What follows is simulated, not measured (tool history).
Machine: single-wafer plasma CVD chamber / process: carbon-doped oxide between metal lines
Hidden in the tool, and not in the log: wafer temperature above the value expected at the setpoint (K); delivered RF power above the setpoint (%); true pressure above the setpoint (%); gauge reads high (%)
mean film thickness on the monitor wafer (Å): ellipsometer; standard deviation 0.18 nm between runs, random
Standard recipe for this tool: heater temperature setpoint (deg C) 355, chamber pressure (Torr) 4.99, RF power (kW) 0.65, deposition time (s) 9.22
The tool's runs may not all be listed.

run	day	heater temperature setpoint (deg C)	chamber pressure (Torr)	RF power (kW)	deposition time (s)	wafers since the last listed run	hours since the last thermocouple change	hours since the last RF generator calibration	hours since the last manometer calibration	hours since the showerhead was replaced	hours since the gauge calibration	read-back reference wafer on the same gauge, thickness_nm	mean film thickness on the monitor wafer (Å)
1	0	361	4.99	0.565	9.22	0	668.6	96.7	2148.9	4177.3	2321.4	58.698	551.71
2	1.192	355	4.99	0.65	9.22	827	697.2	125.3	2177.5	4205.9	2350	58.7	607.14
# day 3.833: showerhead replaced
3	7.592	355	4.99	0.65	9.22	4211	850.8	278.9	2331.1	90.2	2503.6	58.676	609.1
4	9.904	355	4.99	0.65	9.22	1605	906.3	334.4	2386.6	145.7	2559.1	58.704	612.05
5	11.112	355	4.99	0.65	9.22	838	935.3	363.4	2415.6	174.7	2588.1	58.721	610.89
6	14.062	355	4.99	0.65	9.22	2048	1006.1	434.2	2486.4	245.5	2658.9	58.717	613.57
7	16.592	370	5.41	0.715	7.59	1755	1066.8	494.9	2547.1	306.2	2719.6	58.701	516.51
8	17.975	351	4.99	0.525	10.36	960	1100	528.1	2580.3	339.4	2752.8	58.674	612.54
9	20.279	355	3.75	0.65	7.43	1599	1155.3	583.4	2635.6	394.7	2808.1	58.678	469.45
# day 21.992: capacitance manometer re-zeroed and calibrated
10	22.892	355	4.99	0.54	8.37	1582	1218	646.1	21.6	457.4	2870.8	58.712	500.44
11	25.096	350	4.03	0.65	9.22	1530	1270.9	699	74.5	510.3	2923.7	58.722	599.95
12	26.971	355	4.99	0.735	7.6	1301	1315.9	744	119.5	555.3	2968.7	58.7	544.92
13	29.612	342	4.99	0.65	9.85	1834	1379.3	807.4	182.9	618.7	3032.1	58.707	683.48
14	30.717	355	4.99	0.65	9.22	766	1405.8	833.9	209.4	645.2	3058.6	58.684	615.98
15	33.196	355	3.76	0.65	9.22	1721	1465.3	893.4	268.9	704.7	3118.1	58.705	585.84
# day 37.317: gauge calibrated
16	42.092	355	4.99	0.54	8.37	6176	1678.8	1106.9	482.4	918.2	114.6	58.679	503.24
17	44.371	355	4.99	0.65	9.22	1582	1733.5	1161.6	537.1	972.9	169.3	58.709	612.94
# day 45.367: thermocouple changed; heater temperature recalibrated
18	46.912	361	4.99	0.705	9.22	1533	37.1	1222.6	598.1	1033.9	230.3	58.684	622.56
19	48.817	355	4.99	0.65	10.98	1322	82.8	1268.3	643.8	1079.6	276	58.658	724.69
20	51.025	341	4.99	0.65	8.19	1533	135.8	1321.3	696.8	1132.6	329	58.712	564.98
21	53.742	355	4.07	0.585	9.22	1886	201	1386.5	762	1197.8	394.2	58.675	549.55
22	56.188	355	4.99	0.65	8.51	1698	259.7	1445.2	820.7	1256.5	452.9	58.686	559.85
23	58.496	355	4.99	0.65	9.22	1602	315.1	1500.6	876.1	1311.9	508.3	58.703	607.53
24	61.121	355	4.99	0.65	9.22	1822	378.1	1563.6	939.1	1374.9	571.3	58.675	604.89
25	63.971	355	4.99	0.65	9.22	1978	446.5	1632	1007.5	1443.3	639.7	58.681	610.05
26	65.479	355	4.99	0.65	9.22	1047	482.7	1668.2	1043.7	1479.5	675.9	58.696	608.49
27	68.021	355	4.99	0.65	9.22	1764	543.7	1729.2	1104.7	1540.5	736.9	58.7	608.01
28	69.512	355	3.79	0.65	9.22	1035	579.5	1765	1140.5	1576.3	772.7	58.696	579.55

4 options for the next run, each taken on its own from the tool as it stands now. Forecast them:
A	69.529	355	4.99	0.65	9.22	11	579.9	1765.4	1140.9	1576.7	773.1	?	?
B	69.529	355	4.99	0.7	9.22	11	579.9	1765.4	1140.9	1576.7	773.1	?	?
C	69.529	367	5.49	0.65	9.22	11	579.9	1765.4	1140.9	1576.7	773.1	?	?
D	69.529	355	4.48	0.755	9.22	11	579.9	1765.4	1140.9	1576.7	773.1	?	?

run	read-back reference wafer on the same gauge, thickness_nm	mean film thickness on the monitor wafer (Å)
A	58.72	605.85
B	58.72	632.09
C	58.72	594.74
D	58.72	647.59
The same runs, with their run-to-run variation unchanged, on a tool lacking any hidden condition would have given:
run	mean film thickness on the monitor wafer (Å)
A	606.36
B	632.62
C	595.19
D	648.14
